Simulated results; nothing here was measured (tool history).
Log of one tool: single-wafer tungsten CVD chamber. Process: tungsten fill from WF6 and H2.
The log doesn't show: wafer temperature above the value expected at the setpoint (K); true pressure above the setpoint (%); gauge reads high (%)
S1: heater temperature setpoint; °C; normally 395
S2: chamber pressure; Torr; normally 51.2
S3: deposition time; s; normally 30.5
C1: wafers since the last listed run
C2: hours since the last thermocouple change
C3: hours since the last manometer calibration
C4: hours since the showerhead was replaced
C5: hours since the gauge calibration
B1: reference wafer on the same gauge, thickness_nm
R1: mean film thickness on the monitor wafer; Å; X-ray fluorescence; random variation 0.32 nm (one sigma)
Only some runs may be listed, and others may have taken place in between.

| run | hour | S1 | S2 | S3 | C1 | C2 | C3 | C4 | C5 | B1 | R1 |
|---|---|---|---|---|---|---|---|---|---|---|---|
| 1 | 0 | 401 | 56 | 30.5 | 0 | 2198.7 | 2909.4 | 4974.6 | 169.4 | 86.968 | 1289.74 |
| 2 | 27.7 | 401 | 56 | 30.5 | 486 | 2226.4 | 2937.1 | 5002.3 | 197.1 | 87.023 | 1296.45 |
| 3 | 62.3 | 395 | 51.2 | 30.5 | 608 | 2261 | 2971.7 | 5036.9 | 231.7 | 87.007 | 1122.24 |
| 4 | 94.4 | 395 | 51.2 | 30.5 | 564 | 2293.1 | 3003.8 | 5069 | 263.8 | 86.985 | 1127.29 |
| 5 | 128.5 | 395 | 51.2 | 30.5 | 599 | 2327.2 | 3037.9 | 5103.1 | 297.9 | 86.97 | 1124.91 |
|  | 155.6 | capacitance manometer re-zeroed and calibrated |
| 6 | 156.1 | 395 | 59.6 | 30.5 | 344 | 2354.8 | 0.5 | 5130.7 | 325.5 | 86.957 | 1180.43 |
| 7 | 180.2 | 395 | 59.6 | 30.5 | 423 | 2378.9 | 24.6 | 5154.8 | 349.6 | 87.019 | 1176.92 |
|  | 189.9 | gauge calibrated |
|  | 207.9 | thermocouple changed; heater temperature recalibrated |
| 8 | 211.4 | 401 | 51.2 | 30.5 | 407 | 3.5 | 55.8 | 5186 | 21.5 | 87.053 | 1169.51 |
| 9 | 231.9 | 389 | 44.5 | 30.5 | 360 | 24 | 76.3 | 5206.5 | 42 | 87.009 | 877.53 |
| 10 | 247.6 | 395 | 51.2 | 30.5 | 275 | 39.7 | 92 | 5222.2 | 57.7 | 86.943 | 1040.72 |
|  | 273 | showerhead replaced |
| 11 | 278.8 | 395 | 58.6 | 32.9 | 407 | 70.9 | 123.2 | 5.8 | 88.9 | 87.038 | 1172.04 |
| 12 | 314.6 | 399 | 40.7 | 25.7 | 629 | 106.7 | 159 | 41.6 | 124.7 | 87.004 | 894.36 |
| 13 | 333.5 | 395 | 43.1 | 30.5 | 332 | 125.6 | 177.9 | 60.5 | 143.6 | 87.061 | 988.96 |
| 14 | 365.2 | 395 | 51.2 | 30.5 | 557 | 157.3 | 209.6 | 92.2 | 175.3 | 87.025 | 1046.63 |

5 options for the next run, each taken on its own from the tool as it stands now. Forecast them:
| A | 365.6 | 395 | 51.2 | 30.5 | 7 | 157.7 | 210 | 92.6 | 175.7 | ? | ? |
| B | 365.6 | 389 | 51.2 | 36.3 | 7 | 157.7 | 210 | 92.6 | 175.7 | ? | ? |
| C | 365.6 | 395 | 55.7 | 32.2 | 7 | 157.7 | 210 | 92.6 | 175.7 | ? | ? |
| D | 365.6 | 395 | 46.1 | 27.6 | 7 | 157.7 | 210 | 92.6 | 175.7 | ? | ? |
| E | 365.6 | 408 | 45.4 | 30.5 | 7 | 157.7 | 210 | 92.6 | 175.7 | ? | ? |

| run | B1 | R1 |
|---|---|---|
| A | 87.094 | 1049.17 |
| B | 87.094 | 1105.3 |
| C | 87.094 | 1137.97 |
| D | 87.094 | 917.89 |
| E | 87.094 | 1297.46 |
Without the tool's hidden state the same runs would have given:
| run | R1 |
|---|---|
| A | 1026.47 |
| B | 1080.36 |
| C | 1113.36 |
| D | 898.04 |
| E | 1271.72 |

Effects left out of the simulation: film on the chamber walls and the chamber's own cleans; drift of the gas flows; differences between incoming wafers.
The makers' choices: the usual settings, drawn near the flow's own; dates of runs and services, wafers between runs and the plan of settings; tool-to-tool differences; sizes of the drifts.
